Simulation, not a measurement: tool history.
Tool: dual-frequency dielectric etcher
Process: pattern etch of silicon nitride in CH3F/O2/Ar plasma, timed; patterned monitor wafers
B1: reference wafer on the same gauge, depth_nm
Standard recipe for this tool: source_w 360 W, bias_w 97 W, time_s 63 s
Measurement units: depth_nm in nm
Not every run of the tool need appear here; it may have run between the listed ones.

run 1 day=0 | source_w=360 bias_w=97 time_s=49.5 | B1=43 | depth_nm=35.62
run 2 day=0.896 | source_w=360 bias_w=97 time_s=49.5 | B1=43.06 | depth_nm=35.58
run 3 day=1.512 | source_w=360 bias_w=97 time_s=63 | B1=43.1 | depth_nm=45.32
run 4 day=4.333 | source_w=360 bias_w=97 time_s=63 | B1=43.22 | depth_nm=45.55
run 5 day=5.504 | source_w=360 bias_w=97 time_s=63 | B1=43.25 | depth_nm=45.41
-- day=6.225 source power generator calibrated
-- day=6.854 upper electrode replaced
run 6 day=6.875 | source_w=360 bias_w=97 time_s=63 | B1=43.32 | depth_nm=45.51
run 7 day=6.983 | source_w=290 bias_w=112 time_s=63 | B1=43.3 | depth_nm=45.87
-- day=7.838 bias power generator calibrated
run 8 day=7.871 | source_w=310 bias_w=103 time_s=63 | B1=43.34 | depth_nm=44.94
-- day=8.838 gauge calibrated
-- day=9.729 wet clean of the chamber
run 9 day=9.75 | source_w=300 bias_w=78 time_s=68.5 | B1=43.04 | depth_nm=44.08
run 10 day=10.708 | source_w=400 bias_w=103 time_s=80 | B1=43.01 | depth_nm=60.4
run 11 day=11.675 | source_w=300 bias_w=97 time_s=49 | B1=43.09 | depth_nm=33.93
run 12 day=13.05 | source_w=360 bias_w=97 time_s=79 | B1=43.08 | depth_nm=56.65
run 13 day=13.867 | source_w=360 bias_w=84 time_s=55.5 | B1=43.15 | depth_nm=38.14
run 14 day=15.221 | source_w=360 bias_w=84 time_s=55.5 | B1=43.22 | depth_nm=38.17

Some steps in depth_nm between neighbouring runs. How much of each would the tool show without its hidden state too (settings, what came in, random variation), and how much is left for the hidden state, with any gauge scatter that isn't in both results?
What the log doesn't record here: etch rate over this chamber's usual, %; source power that arrives over what is set, %; bias power that arrives over what is set, %; gauge reads high (%).
Run 8 -> 9: source_w 310 -> 300, bias_w 103 -> 78, time_s 63 -> 68.5, gauge calibrated, wet clean of the chamber. depth_nm -0.86 nm: hidden state -0.37, all else -0.49.
Run 10 -> 11: source_w 400 -> 300, bias_w 103 -> 97, time_s 80 -> 49. depth_nm -26.47 nm: hidden state +0.01, all else -26.48.
